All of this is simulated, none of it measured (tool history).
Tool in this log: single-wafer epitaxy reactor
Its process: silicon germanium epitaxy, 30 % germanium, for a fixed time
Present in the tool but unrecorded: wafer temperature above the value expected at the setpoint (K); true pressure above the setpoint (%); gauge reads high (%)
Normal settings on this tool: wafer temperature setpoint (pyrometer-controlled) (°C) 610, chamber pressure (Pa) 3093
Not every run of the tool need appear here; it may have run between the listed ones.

run,hour,wafer temperature setpoint (pyrometer-controlled) (°C),chamber pressure (Pa),wafers since the last listed run,hours since the last pyrometer calibration,hours since the last manometer calibration,hours since the showerhead was replaced,hours since the gauge calibration,"read-back reference wafer on the same gauge, thickness_nm",mean film thickness on the monitor wafer (angstrom)
1,0.0,610,3093,0,1609.4,1496.5,4548.0,186.2,66.665,703.11
2,25.8,610,3093,370,1635.2,1522.3,4573.8,212.0,66.725,706.55
3,61.5,610,3093,512,1670.9,1558.0,4609.5,247.7,66.700,704.27
4,147.0,610,3093,1228,1756.4,1643.5,4695.0,333.2,66.607,697.40
5,173.5,620,3093,380,1782.9,1670.0,4721.5,359.7,66.695,805.56
6,205.1,620,3093,454,1814.5,1701.6,4753.1,391.3,66.688,806.89
7,237.4,620,3093,464,1846.8,1733.9,4785.4,423.6,66.592,808.64
8,261.1,610,3093,340,1870.5,1757.6,4809.1,447.3,66.716,688.67
# hour 303.5: capacitance manometer re-zeroed and calibrated
9,304.0,610,3093,501,1913.4,0.5,4852.0,490.2,66.538,688.13
10,315.5,610,3093,165,1924.9,12.0,4863.5,501.7,66.845,687.44
# hour 325.9: pyrometer calibrated
11,338.5,610,3093,215,12.6,35.0,4886.5,524.7,66.647,756.80
12,365.9,620,3093,393,40.0,62.4,4913.9,552.1,66.835,881.81
# hour 379.1: showerhead replaced
13,396.8,610,3093,329,70.9,93.3,17.7,583.0,66.685,755.81
# hour 399.8: gauge calibrated
14,428.3,601,2626,452,102.4,124.8,49.2,28.5,66.807,613.65
15,462.1,615,3666,485,136.2,158.6,83.0,62.3,66.725,876.15
16,475.3,604,3800,189,149.4,171.8,96.2,75.5,66.849,743.84
17,541.7,614,3853,954,215.8,238.2,162.6,141.9,66.773,867.06
18,567.7,605,2826,373,241.8,264.2,188.6,167.9,66.709,673.22
19,598.9,615,2360,448,273.0,295.4,219.8,199.1,66.712,733.67

What does the tool deliver on the next run?
20,611.2,603,3093,176,285.3,307.7,232.1,211.4,?,?

read-back reference wafer on the same gauge, thickness_nm: 66.689
mean film thickness on the monitor wafer (angstrom): 674.33
If the tool had no hidden condition, the same run with the same run-to-run variation would have returned mean film thickness on the monitor wafer (angstrom) 669.18.
